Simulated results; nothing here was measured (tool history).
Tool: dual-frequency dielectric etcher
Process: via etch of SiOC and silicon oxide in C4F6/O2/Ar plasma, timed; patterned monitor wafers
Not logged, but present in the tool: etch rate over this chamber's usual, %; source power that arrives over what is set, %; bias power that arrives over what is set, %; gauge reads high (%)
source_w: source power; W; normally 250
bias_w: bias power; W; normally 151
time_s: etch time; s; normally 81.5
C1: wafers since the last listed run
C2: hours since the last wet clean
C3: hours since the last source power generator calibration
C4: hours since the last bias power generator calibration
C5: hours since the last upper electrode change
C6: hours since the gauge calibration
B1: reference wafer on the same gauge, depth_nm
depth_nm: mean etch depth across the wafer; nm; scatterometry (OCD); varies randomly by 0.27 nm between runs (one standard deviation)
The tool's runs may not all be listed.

{"run": 1, "hour": 0.0, "source_w": 250, "bias_w": 168, "time_s": 81.5, "C1": 0, "C2": 382.5, "C3": 1974.3, "C4": 3676.7, "C5": 2337.4, "C6": 7.9, "B1": 59.4, "depth_nm": 68}
{"run": 2, "hour": 42.4, "source_w": 250, "bias_w": 168, "time_s": 81.5, "C1": 276, "C2": 424.9, "C3": 2016.7, "C4": 3719.1, "C5": 2379.8, "C6": 50.3, "B1": 59.4, "depth_nm": 67.5}
{"run": 3, "hour": 101.9, "source_w": 250, "bias_w": 151, "time_s": 81.5, "C1": 387, "C2": 484.4, "C3": 2076.2, "C4": 3778.6, "C5": 2439.3, "C6": 109.8, "B1": 59.3, "depth_nm": 66.2}
{"run": 4, "hour": 157.7, "source_w": 250, "bias_w": 151, "time_s": 81.5, "C1": 363, "C2": 540.2, "C3": 2132, "C4": 3834.4, "C5": 2495.1, "C6": 165.6, "B1": 59.4, "depth_nm": 66}
{"hour": 236.0, "done": "wet clean of the chamber"}
{"run": 5, "hour": 236.5, "source_w": 300, "bias_w": 151, "time_s": 99.5, "C1": 357, "C2": 0.5, "C3": 2210.8, "C4": 3913.2, "C5": 2573.9, "C6": 244.4, "B1": 59.5, "depth_nm": 87.7}
{"run": 6, "hour": 389.8, "source_w": 250, "bias_w": 151, "time_s": 81.5, "C1": 998, "C2": 153.8, "C3": 2364.1, "C4": 4066.5, "C5": 2727.2, "C6": 397.7, "B1": 59.4, "depth_nm": 65.9}
{"run": 7, "hour": 414.9, "source_w": 250, "bias_w": 151, "time_s": 81.5, "C1": 163, "C2": 178.9, "C3": 2389.2, "C4": 4091.6, "C5": 2752.3, "C6": 422.8, "B1": 59.4, "depth_nm": 66.5}
{"run": 8, "hour": 465.3, "source_w": 250, "bias_w": 151, "time_s": 81.5, "C1": 328, "C2": 229.3, "C3": 2439.6, "C4": 4142, "C5": 2802.7, "C6": 473.2, "B1": 59.5, "depth_nm": 65.6}
{"run": 9, "hour": 520.6, "source_w": 250, "bias_w": 151, "time_s": 81.5, "C1": 360, "C2": 284.6, "C3": 2494.9, "C4": 4197.3, "C5": 2858, "C6": 528.5, "B1": 59.4, "depth_nm": 65.5}
{"hour": 621.1, "done": "bias power generator calibrated"}
{"run": 10, "hour": 723.4, "source_w": 250, "bias_w": 151, "time_s": 81.5, "C1": 1295, "C2": 487.4, "C3": 2697.7, "C4": 102.3, "C5": 3060.8, "C6": 731.3, "B1": 59.4, "depth_nm": 65.2}
{"run": 11, "hour": 780.3, "source_w": 250, "bias_w": 151, "time_s": 81.5, "C1": 370, "C2": 544.3, "C3": 2754.6, "C4": 159.2, "C5": 3117.7, "C6": 788.2, "B1": 59.5, "depth_nm": 65.7}
{"hour": 840.0, "done": "wet clean of the chamber"}
{"run": 12, "hour": 840.5, "source_w": 250, "bias_w": 151, "time_s": 81.5, "C1": 235, "C2": 0.5, "C3": 2814.8, "C4": 219.4, "C5": 3177.9, "C6": 848.4, "B1": 59.3, "depth_nm": 66}
{"run": 13, "hour": 874.6, "source_w": 250, "bias_w": 151, "time_s": 81.5, "C1": 222, "C2": 34.6, "C3": 2848.9, "C4": 253.5, "C5": 3212, "C6": 882.5, "B1": 59.5, "depth_nm": 65.4}
{"run": 14, "hour": 946.6, "source_w": 250, "bias_w": 151, "time_s": 81.5, "C1": 469, "C2": 106.6, "C3": 2920.9, "C4": 325.5, "C5": 3284, "C6": 954.5, "B1": 59.3, "depth_nm": 65.4}
{"hour": 994.9, "done": "upper electrode replaced"}
{"run": 15, "hour": 998.9, "source_w": 250, "bias_w": 151, "time_s": 81.5, "C1": 184, "C2": 158.9, "C3": 2973.2, "C4": 377.8, "C5": 4, "C6": 1006.8, "B1": 59.3, "depth_nm": 65.5}
{"run": 16, "hour": 1043.0, "source_w": 250, "bias_w": 151, "time_s": 81.5, "C1": 287, "C2": 203, "C3": 3017.3, "C4": 421.9, "C5": 48.1, "C6": 1050.9, "B1": 59.4, "depth_nm": 64.8}
{"run": 17, "hour": 1098.1, "source_w": 250, "bias_w": 151, "time_s": 81.5, "C1": 359, "C2": 258.1, "C3": 3072.4, "C4": 477, "C5": 103.2, "C6": 1106, "B1": 59.4, "depth_nm": 65}
{"run": 18, "hour": 1145.0, "source_w": 270, "bias_w": 184, "time_s": 94, "C1": 305, "C2": 305, "C3": 3119.3, "C4": 523.9, "C5": 150.1, "C6": 1152.9, "B1": 59.5, "depth_nm": 80.3}
{"run": 19, "hour": 1181.1, "source_w": 250, "bias_w": 151, "time_s": 81.5, "C1": 235, "C2": 341.1, "C3": 3155.4, "C4": 560, "C5": 186.2, "C6": 1189, "B1": 59.3, "depth_nm": 65.1}
{"hour": 1198.2, "done": "source power generator calibrated"}
{"run": 20, "hour": 1213.1, "source_w": 230, "bias_w": 129, "time_s": 64.5, "C1": 182, "C2": 373.1, "C3": 14.9, "C4": 592, "C5": 218.2, "C6": 1221, "B1": 59.3, "depth_nm": 49.9}
{"run": 21, "hour": 1266.0, "source_w": 250, "bias_w": 151, "time_s": 81.5, "C1": 344, "C2": 426, "C3": 67.8, "C4": 644.9, "C5": 271.1, "C6": 1273.9, "B1": 59.3, "depth_nm": 67.4}
{"run": 22, "hour": 1332.8, "source_w": 200, "bias_w": 151, "time_s": 81.5, "C1": 435, "C2": 492.8, "C3": 134.6, "C4": 711.7, "C5": 337.9, "C6": 1340.7, "B1": 59.4, "depth_nm": 60.9}
{"hour": 1371.9, "done": "wet clean of the chamber"}
{"run": 23, "hour": 1377.7, "source_w": 250, "bias_w": 123, "time_s": 98.5, "C1": 136, "C2": 5.8, "C3": 179.5, "C4": 756.6, "C5": 382.8, "C6": 1385.6, "B1": 59.4, "depth_nm": 78}
{"hour": 1390.5, "done": "gauge calibrated"}
{"run": 24, "hour": 1446.5, "source_w": 250, "bias_w": 179, "time_s": 104, "C1": 448, "C2": 74.6, "C3": 248.3, "C4": 825.4, "C5": 451.6, "C6": 56, "B1": 59.4, "depth_nm": 87.9}
{"run": 25, "hour": 1507.2, "source_w": 250, "bias_w": 134, "time_s": 73.5, "C1": 395, "C2": 135.3, "C3": 309, "C4": 886.1, "C5": 512.3, "C6": 116.7, "B1": 59.4, "depth_nm": 59.4}
{"run": 26, "hour": 1541.7, "source_w": 250, "bias_w": 151, "time_s": 81.5, "C1": 224, "C2": 169.8, "C3": 343.5, "C4": 920.6, "C5": 546.8, "C6": 151.2, "B1": 59.4, "depth_nm": 66.8}
{"run": 27, "hour": 1574.3, "source_w": 250, "bias_w": 178, "time_s": 81.5, "C1": 212, "C2": 202.4, "C3": 376.1, "C4": 953.2, "C5": 579.4, "C6": 183.8, "B1": 59.4, "depth_nm": 69.3}
{"run": 28, "hour": 1605.1, "source_w": 300, "bias_w": 161, "time_s": 64, "C1": 200, "C2": 233.2, "C3": 406.9, "C4": 984, "C5": 610.2, "C6": 214.6, "B1": 59.4, "depth_nm": 57.4}
{"run": 29, "hour": 1637.8, "source_w": 250, "bias_w": 151, "time_s": 81.5, "C1": 213, "C2": 265.9, "C3": 439.6, "C4": 1016.7, "C5": 642.9, "C6": 247.3, "B1": 59.5, "depth_nm": 66.8}
{"run": 30, "hour": 1708.6, "source_w": 250, "bias_w": 151, "time_s": 96, "C1": 461, "C2": 336.7, "C3": 510.4, "C4": 1087.5, "C5": 713.7, "C6": 318.1, "B1": 59.4, "depth_nm": 79}
{"run": 31, "hour": 1769.0, "source_w": 210, "bias_w": 151, "time_s": 91, "C1": 393, "C2": 397.1, "C3": 570.8, "C4": 1147.9, "C5": 774.1, "C6": 378.5, "B1": 59.5, "depth_nm": 68.5}

3 ways to go on from here, each from the tool as it stands after run 31. What would each give?
{"run": "A", "hour": 1769.4, "source_w": 230, "bias_w": 151, "time_s": 81.5, "C1": 2, "C2": 397.5, "C3": 571.2, "C4": 1148.3, "C5": 774.5, "C6": 378.9, "B1": "?", "depth_nm": "?"}
{"run": "B", "hour": 1769.4, "source_w": 190, "bias_w": 151, "time_s": 81.5, "C1": 2, "C2": 397.5, "C3": 571.2, "C4": 1148.3, "C5": 774.5, "C6": 378.9, "B1": "?", "depth_nm": "?"}
{"run": "C", "hour": 1769.4, "source_w": 200, "bias_w": 172, "time_s": 81.5, "C1": 2, "C2": 397.5, "C3": 571.2, "C4": 1148.3, "C5": 774.5, "C6": 378.9, "B1": "?", "depth_nm": "?"}

run=A B1=59.5 depth_nm=64.6
run=B B1=59.5 depth_nm=59.2
run=C B1=59.5 depth_nm=62
With the hidden condition removed and each run's random variation left untouched, the same runs would have given:
run=A depth_nm=64.7
run=B depth_nm=59.4
run=C depth_nm=62.2
